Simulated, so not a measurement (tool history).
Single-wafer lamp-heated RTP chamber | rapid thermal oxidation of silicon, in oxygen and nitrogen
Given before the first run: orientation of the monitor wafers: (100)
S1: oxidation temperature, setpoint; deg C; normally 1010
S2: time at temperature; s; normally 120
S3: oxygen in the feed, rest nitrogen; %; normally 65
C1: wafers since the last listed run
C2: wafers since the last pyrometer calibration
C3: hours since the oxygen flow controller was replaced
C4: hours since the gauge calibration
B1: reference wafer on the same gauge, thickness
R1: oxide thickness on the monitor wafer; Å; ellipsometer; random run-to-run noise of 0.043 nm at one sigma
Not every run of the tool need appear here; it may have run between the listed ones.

{"run": 1, "day": 0.0, "S1": 1010, "S2": 120, "S3": 65, "C1": 0, "C2": 861, "C3": 4248.9, "C4": 74.4, "B1": 6.032, "R1": 74.61}
{"run": 2, "day": 0.292, "S1": 1010, "S2": 120, "S3": 65, "C1": 56, "C2": 918, "C3": 4255.9, "C4": 81.4, "B1": 6.029, "R1": 75.36}
{"run": 3, "day": 0.733, "S1": 1010, "S2": 120, "S3": 65, "C1": 85, "C2": 1004, "C3": 4266.5, "C4": 92, "B1": 6.038, "R1": 74.85}
{"run": 4, "day": 1.221, "S1": 1010, "S2": 120, "S3": 65, "C1": 94, "C2": 1098, "C3": 4278.2, "C4": 103.7, "B1": 6.029, "R1": 75.44}
{"run": 5, "day": 1.708, "S1": 1010, "S2": 120, "S3": 65, "C1": 94, "C2": 1193, "C3": 4289.9, "C4": 115.4, "B1": 6.021, "R1": 75.01}
{"run": 6, "day": 2.171, "S1": 1010, "S2": 120, "S3": 65, "C1": 90, "C2": 1283, "C3": 4301, "C4": 126.5, "B1": 6.034, "R1": 76.2}
{"run": 7, "day": 2.496, "S1": 1010, "S2": 120, "S3": 65, "C1": 63, "C2": 1347, "C3": 4308.8, "C4": 134.3, "B1": 6.036, "R1": 74.97}
{"run": 8, "day": 2.858, "S1": 1010, "S2": 120, "S3": 65, "C1": 70, "C2": 1417, "C3": 4317.5, "C4": 143, "B1": 6.026, "R1": 75.59}
{"run": 9, "day": 3.108, "S1": 1010, "S2": 120, "S3": 65, "C1": 48, "C2": 1466, "C3": 4323.5, "C4": 149, "B1": 6.036, "R1": 75.17}
{"run": 10, "day": 3.45, "S1": 1010, "S2": 120, "S3": 65, "C1": 66, "C2": 1532, "C3": 4331.7, "C4": 157.2, "B1": 6.039, "R1": 75.34}
{"run": 11, "day": 4.058, "S1": 1010, "S2": 120, "S3": 65, "C1": 118, "C2": 1651, "C3": 4346.3, "C4": 171.8, "B1": 6.008, "R1": 76.23}
{"run": 12, "day": 4.317, "S1": 1010, "S2": 120, "S3": 65, "C1": 50, "C2": 1701, "C3": 4352.5, "C4": 178, "B1": 6.021, "R1": 75.84}
{"run": 13, "day": 4.833, "S1": 1019, "S2": 120, "S3": 65, "C1": 100, "C2": 1802, "C3": 4364.9, "C4": 190.4, "B1": 6.023, "R1": 81.99}
{"run": 14, "day": 5.304, "S1": 1010, "S2": 120, "S3": 65, "C1": 91, "C2": 1893, "C3": 4376.2, "C4": 201.7, "B1": 6.038, "R1": 76.12}
{"run": 15, "day": 5.667, "S1": 1010, "S2": 120, "S3": 65, "C1": 70, "C2": 1964, "C3": 4384.9, "C4": 210.4, "B1": 6.024, "R1": 76.62}
{"day": 6.35, "done": "oxygen flow controller replaced"}
{"run": 16, "day": 6.371, "S1": 1010, "S2": 120, "S3": 65, "C1": 72, "C2": 2036, "C3": 0.5, "C4": 227.3, "B1": 6.037, "R1": 75.71}
{"run": 17, "day": 6.483, "S1": 1010, "S2": 120, "S3": 65, "C1": 21, "C2": 2058, "C3": 3.2, "C4": 230, "B1": 6.04, "R1": 76.27}
{"run": 18, "day": 7.012, "S1": 1010, "S2": 120, "S3": 65, "C1": 102, "C2": 2161, "C3": 15.9, "C4": 242.7, "B1": 6.049, "R1": 76.64}
{"run": 19, "day": 7.517, "S1": 1010, "S2": 120, "S3": 65, "C1": 98, "C2": 2259, "C3": 28, "C4": 254.8, "B1": 6.018, "R1": 76.97}
{"run": 20, "day": 7.812, "S1": 1026, "S2": 120, "S3": 36, "C1": 57, "C2": 2317, "C3": 35.1, "C4": 261.9, "B1": 6.044, "R1": 69.64}
{"run": 21, "day": 8.192, "S1": 1010, "S2": 120, "S3": 65, "C1": 73, "C2": 2390, "C3": 44.2, "C4": 271, "B1": 6.038, "R1": 76.58}
{"run": 22, "day": 8.792, "S1": 993, "S2": 174, "S3": 65, "C1": 116, "C2": 2507, "C3": 58.6, "C4": 285.4, "B1": 6.053, "R1": 81.01}
{"run": 23, "day": 9.1, "S1": 1019, "S2": 142, "S3": 91, "C1": 60, "C2": 2567, "C3": 66, "C4": 292.8, "B1": 6.044, "R1": 99.33}
{"day": 9.917, "done": "gauge calibrated"}
{"day": 10.062, "done": "pyrometer window cleaned and pyrometer calibrated"}
{"run": 24, "day": 10.083, "S1": 1022, "S2": 177, "S3": 42, "C1": 126, "C2": 3, "C3": 89.6, "C4": 4, "B1": 6.021, "R1": 88.88}
{"run": 25, "day": 10.15, "S1": 1010, "S2": 72, "S3": 65, "C1": 12, "C2": 16, "C3": 91.2, "C4": 5.6, "B1": 6.034, "R1": 63.77}
{"run": 26, "day": 10.604, "S1": 1010, "S2": 120, "S3": 65, "C1": 88, "C2": 105, "C3": 102.1, "C4": 16.5, "B1": 6.041, "R1": 80.53}
{"run": 27, "day": 11.167, "S1": 1027, "S2": 90, "S3": 37, "C1": 109, "C2": 214, "C3": 115.6, "C4": 30, "B1": 6.02, "R1": 65.63}
{"run": 28, "day": 11.671, "S1": 1030, "S2": 68, "S3": 65, "C1": 98, "C2": 312, "C3": 127.7, "C4": 42.1, "B1": 6.014, "R1": 71.04}
{"run": 29, "day": 12.871, "S1": 1010, "S2": 120, "S3": 65, "C1": 233, "C2": 546, "C3": 156.5, "C4": 70.9, "B1": 6.03, "R1": 80.1}
{"day": 13.429, "done": "pyrometer window cleaned and pyrometer calibrated, repeated, since the last time left the tool worse"}
{"run": 30, "day": 13.567, "S1": 1010, "S2": 120, "S3": 65, "C1": 70, "C2": 26, "C3": 173.2, "C4": 87.6, "B1": 6.032, "R1": 73.52}
{"run": 31, "day": 14.192, "S1": 1025, "S2": 75, "S3": 38, "C1": 121, "C2": 148, "C3": 188.2, "C4": 102.6, "B1": 6.024, "R1": 55.63}
{"run": 32, "day": 14.475, "S1": 990, "S2": 89, "S3": 65, "C1": 55, "C2": 203, "C3": 195, "C4": 109.4, "B1": 6.038, "R1": 55.93}
{"run": 33, "day": 15.079, "S1": 1010, "S2": 120, "S3": 65, "C1": 117, "C2": 321, "C3": 209.5, "C4": 123.9, "B1": 6.021, "R1": 73.42}
{"run": 34, "day": 15.758, "S1": 1010, "S2": 120, "S3": 65, "C1": 132, "C2": 453, "C3": 225.8, "C4": 140.2, "B1": 6.022, "R1": 74.57}
{"run": 35, "day": 16.071, "S1": 1010, "S2": 120, "S3": 40, "C1": 60, "C2": 514, "C3": 233.3, "C4": 147.7, "B1": 6.028, "R1": 61.91}
{"run": 36, "day": 16.471, "S1": 1002, "S2": 120, "S3": 46, "C1": 77, "C2": 592, "C3": 242.9, "C4": 157.3, "B1": 6.032, "R1": 61.66}
{"run": 37, "day": 17.038, "S1": 987, "S2": 93, "S3": 53, "C1": 110, "C2": 702, "C3": 256.5, "C4": 170.9, "B1": 6.028, "R1": 52.51}

Selected run-to-run steps in R1, each split into two signed amounts: the part the tool would show with no hidden state at all (from settings, incoming material and random variation), and the remainder, which goes to the hidden state together with any gauge scatter not common to the measured and the hidden-state-free results:
Hidden state present: true wafer temperature minus pyrometer reading, K; deviation of the oxygen flow from its setpoint, %; gauge reads high (%).
Run 22 -> 23: S1 993 -> 1019, S2 174 -> 142, S3 65 -> 91. R1 +18.32 Å: hidden state +0.75, all else +17.57.
Run 23 -> 24: S1 1019 -> 1022, S2 142 -> 177, S3 91 -> 42, gauge calibrated, pyrometer window cleaned and pyrometer calibrated. R1 -10.45 Å: hidden state +2.87, all else -13.32.
Run 24 -> 25: S1 1022 -> 1010, S2 177 -> 72, S3 42 -> 65. R1 -25.11 Å: hidden state -2, all else -23.11.
Run 29 -> 30: pyrometer window cleaned and pyrometer calibrated, repeated, since the last time left the tool worse. R1 -6.58 Å: hidden state -6.84, all else +0.26.
Run 30 -> 31: S1 1010 -> 1025, S2 120 -> 75, S3 65 -> 38. R1 -17.89 Å: hidden state +0.01, all else -17.9.

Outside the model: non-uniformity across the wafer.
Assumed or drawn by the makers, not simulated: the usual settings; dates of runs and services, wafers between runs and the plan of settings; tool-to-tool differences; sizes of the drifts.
